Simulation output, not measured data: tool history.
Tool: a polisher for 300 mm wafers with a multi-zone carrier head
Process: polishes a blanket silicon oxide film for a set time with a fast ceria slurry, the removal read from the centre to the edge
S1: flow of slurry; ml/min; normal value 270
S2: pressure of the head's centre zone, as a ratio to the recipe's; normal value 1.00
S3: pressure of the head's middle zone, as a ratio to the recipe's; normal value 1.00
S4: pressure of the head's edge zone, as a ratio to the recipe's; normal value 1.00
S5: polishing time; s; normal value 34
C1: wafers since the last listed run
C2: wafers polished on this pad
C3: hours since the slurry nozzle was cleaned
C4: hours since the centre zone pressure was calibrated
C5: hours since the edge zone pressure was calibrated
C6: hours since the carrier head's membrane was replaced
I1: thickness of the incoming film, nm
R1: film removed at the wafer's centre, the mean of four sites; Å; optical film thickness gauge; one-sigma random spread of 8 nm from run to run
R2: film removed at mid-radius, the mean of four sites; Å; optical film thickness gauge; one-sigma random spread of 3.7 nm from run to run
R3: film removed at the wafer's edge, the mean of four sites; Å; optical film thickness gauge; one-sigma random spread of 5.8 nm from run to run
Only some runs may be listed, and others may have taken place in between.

Run 1, day 0.000: usual settings; C1 0; C2 617; C3 246.6; C4 819.3; C5 812.3; C6 492.9; I1 3325.5. Result: R1 5298 Å, R2 5289 Å, R3 5322 Å.
At day 0.288: worn pad replaced by a new one.
Run 2, day 0.446: usual settings; C1 56; C2 32; C3 257.3; C4 830.0; C5 823.0; C6 503.6; I1 3291.8. Result: R1 5787 Å, R2 5811 Å, R3 5997 Å.
Run 3, day 0.842: usual settings but S1 290 ml/min; C1 79; C2 111; C3 266.8; C4 839.5; C5 832.5; C6 513.1; I1 3281.6. Result: R1 5711 Å, R2 5754 Å, R3 5799 Å.
Run 4, day 1.346: usual settings but S1 290 ml/min; C1 101; C2 213; C3 278.9; C4 851.6; C5 844.6; C6 525.2; I1 3341.1. Result: R1 5463 Å, R2 5603 Å, R3 5618 Å.
Run 5, day 2.079: usual settings but S1 290 ml/min; C1 147; C2 361; C3 296.5; C4 869.2; C5 862.2; C6 542.8; I1 3302.8. Result: R1 5367 Å, R2 5417 Å, R3 5443 Å.
Run 6, day 2.542: usual settings; C1 93; C2 454; C3 307.6; C4 880.3; C5 873.3; C6 553.9; I1 3252.3. Result: R1 5273 Å, R2 5318 Å, R3 5458 Å.
Run 7, day 3.279: usual settings; C1 148; C2 603; C3 325.3; C4 898.0; C5 891.0; C6 571.6; I1 3354.9. Result: R1 5166 Å, R2 5356 Å, R3 5434 Å.
At day 3.967: worn pad replaced by a new one.
Run 8, day 3.988: usual settings; C1 109; C2 3; C3 342.3; C4 915.0; C5 908.0; C6 588.6; I1 3324.5. Result: R1 5825 Å, R2 5839 Å, R3 5940 Å.
At day 4.862: carrier head's membrane replaced by a new one.
At day 4.975: edge zone pressure recalibrated.
Run 9, day 5.792: usual settings; C1 305; C2 308; C3 385.6; C4 958.3; C5 19.6; C6 22.3; I1 3328.9. Result: R1 5285 Å, R2 5255 Å, R3 5425 Å.
At day 6.033: slurry nozzle cleaned.
Run 10, day 6.138: usual settings but S1 290 ml/min; C1 61; C2 370; C3 2.5; C4 966.6; C5 27.9; C6 30.6; I1 3281.8. Result: R1 5189 Å, R2 5349 Å, R3 5418 Å.
Run 11, day 6.646: usual settings but S1 350 ml/min, S3 0.96, S4 1.04; C1 102; C2 472; C3 14.7; C4 978.8; C5 40.1; C6 42.8; I1 3264.2. Result: R1 5273 Å, R2 5170 Å, R3 5451 Å.
At day 6.904: centre zone pressure recalibrated.
At day 7.021: worn pad replaced by a new one.
Run 12, day 7.042: usual settings but S2 1.04; C1 38; C2 3; C3 24.2; C4 3.3; C5 49.6; C6 52.3; I1 3346.6. Result: R1 6158 Å, R2 5956 Å, R3 5928 Å.
Run 13, day 7.671: usual settings but S1 305 ml/min, S2 1.06, S4 0.88; C1 126; C2 130; C3 39.3; C4 18.4; C5 64.7; C6 67.4; I1 3320.6. Result: R1 5936 Å, R2 5790 Å, R3 5526 Å.
Run 14, day 8.296: usual settings but S1 350 ml/min, S3 0.96, S4 1.04; C1 126; C2 256; C3 54.3; C4 33.4; C5 79.7; C6 82.4; I1 3309.0. Result: R1 5697 Å, R2 5513 Å, R3 5840 Å.
Run 15, day 8.850: usual settings; C1 111; C2 368; C3 67.6; C4 46.7; C5 93.0; C6 95.7; I1 3301.5. Result: R1 5412 Å, R2 5374 Å, R3 5527 Å.
Run 16, day 9.300: usual settings but S1 205 ml/min, S3 0.93, S4 1.05; C1 90; C2 459; C3 78.4; C4 57.5; C5 103.8; C6 106.5; I1 3268.4. Result: R1 5132 Å, R2 4991 Å, R3 5495 Å.
Run 17, day 9.812: usual settings but S3 0.96; C1 103; C2 562; C3 90.7; C4 69.8; C5 116.1; C6 118.8; I1 3310.3. Result: R1 5328 Å, R2 5178 Å, R3 5394 Å.
At day 10.138: worn pad replaced by a new one.
Run 18, day 10.158: usual settings but S1 340 ml/min, S2 0.90, S3 1.04, S5 40 s; C1 36; C2 4; C3 99.0; C4 78.1; C5 124.4; C6 127.1; I1 3263.7. Result: R1 6402 Å, R2 7256 Å, R3 7042 Å.
Run 19, day 10.417: usual settings but S1 215 ml/min; C1 52; C2 56; C3 105.2; C4 84.3; C5 130.6; C6 133.3; I1 3375.4. Result: R1 5428 Å, R2 5661 Å, R3 5717 Å.

Here are 4 independent what-if runs from the current tool condition. What would each one return?
Run A, day 10.433: usual settings; C1 3; C2 59; C3 105.6; C4 84.7; C5 131.0; C6 133.7; I1 3319.5. Result: R1 ?, R2 ?, R3 ?.
Run B, day 10.433: usual settings but S1 320 ml/min, S4 1.09; C1 3; C2 59; C3 105.6; C4 84.7; C5 131.0; C6 133.7; I1 3319.5. Result: R1 ?, R2 ?, R3 ?.
Run C, day 10.433: usual settings but S2 1.05; C1 3; C2 59; C3 105.6; C4 84.7; C5 131.0; C6 133.7; I1 3319.5. Result: R1 ?, R2 ?, R3 ?.
Run D, day 10.433: usual settings but S1 345 ml/min, S2 0.93; C1 3; C2 59; C3 105.6; C4 84.7; C5 131.0; C6 133.7; I1 3319.5. Result: R1 ?, R2 ?, R3 ?.

run    R1    R2    R3
  A  5696  5758  5843
  B  5799  5851  6172
  C  5971  5757  5843
  D  5445  5892  5945
Stripped of hidden state, with their random variation kept, the same runs would have yielded:
run    R1    R2    R3
  A  5899  5963  6051
  B  6005  6059  6392
  C  6184  5961  6051
  D  5639  6101  6156
